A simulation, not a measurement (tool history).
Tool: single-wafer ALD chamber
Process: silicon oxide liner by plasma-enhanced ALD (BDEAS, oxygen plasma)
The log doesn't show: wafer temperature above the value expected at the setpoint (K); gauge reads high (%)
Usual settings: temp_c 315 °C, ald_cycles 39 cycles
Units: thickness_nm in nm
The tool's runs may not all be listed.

run,hour,temp_c,ald_cycles,wafers since the last listed run,hours since the last thermocouple change,hours since the gauge calibration,"read-back reference wafer on the same gauge, thickness_nm",thickness_nm
1,0.0,315,43,0,1523.0,1725.9,3.089,3.654
2,77.7,315,43,470,1600.7,1803.6,3.079,3.681
3,125.0,315,43,286,1648.0,1850.9,3.072,3.686
4,228.7,315,39,627,1751.7,1954.6,3.068,3.321
5,304.0,315,39,456,1827.0,2029.9,3.064,3.308
6,379.9,315,39,459,1902.9,2105.8,3.054,3.341
7,474.9,315,33,575,1997.9,2200.8,3.048,2.804
8,581.3,323,39,644,2104.3,2307.2,3.036,3.269
9,667.7,326,45,523,2190.7,2393.6,3.029,3.725
10,708.7,326,45,248,2231.7,2434.6,3.028,3.721
11,749.5,326,45,247,2272.5,2475.4,3.015,3.703
12,793.7,315,35,267,2316.7,2519.6,3.011,2.953
13,837.3,315,35,264,2360.3,2563.2,3.007,2.929
14,925.3,315,39,532,2448.3,2651.2,3.001,3.261
15,961.8,306,41,221,2484.8,2687.7,2.998,3.465
16,1045.1,315,39,504,2568.1,2771.0,2.983,3.240
17,1087.5,315,41,256,2610.5,2813.4,2.979,3.391
18,1179.0,315,41,554,2702.0,2904.9,2.967,3.369
# hour 1229.6: gauge calibrated
# hour 1231.4: thermocouple changed; heater temperature recalibrated
19,1231.9,322,36,271,0.5,2.3,3.129,3.111
20,1309.0,310,44,466,77.6,79.4,3.126,3.845

Forecast run 21:
21,1395.6,305,32,524,164.2,166.0,?,?

Run 21 gave read-back reference wafer on the same gauge, thickness_nm 3.128, thickness_nm 2.811 nm.
Without the tool's hidden state the same run would have given thickness_nm 2.824 nm.

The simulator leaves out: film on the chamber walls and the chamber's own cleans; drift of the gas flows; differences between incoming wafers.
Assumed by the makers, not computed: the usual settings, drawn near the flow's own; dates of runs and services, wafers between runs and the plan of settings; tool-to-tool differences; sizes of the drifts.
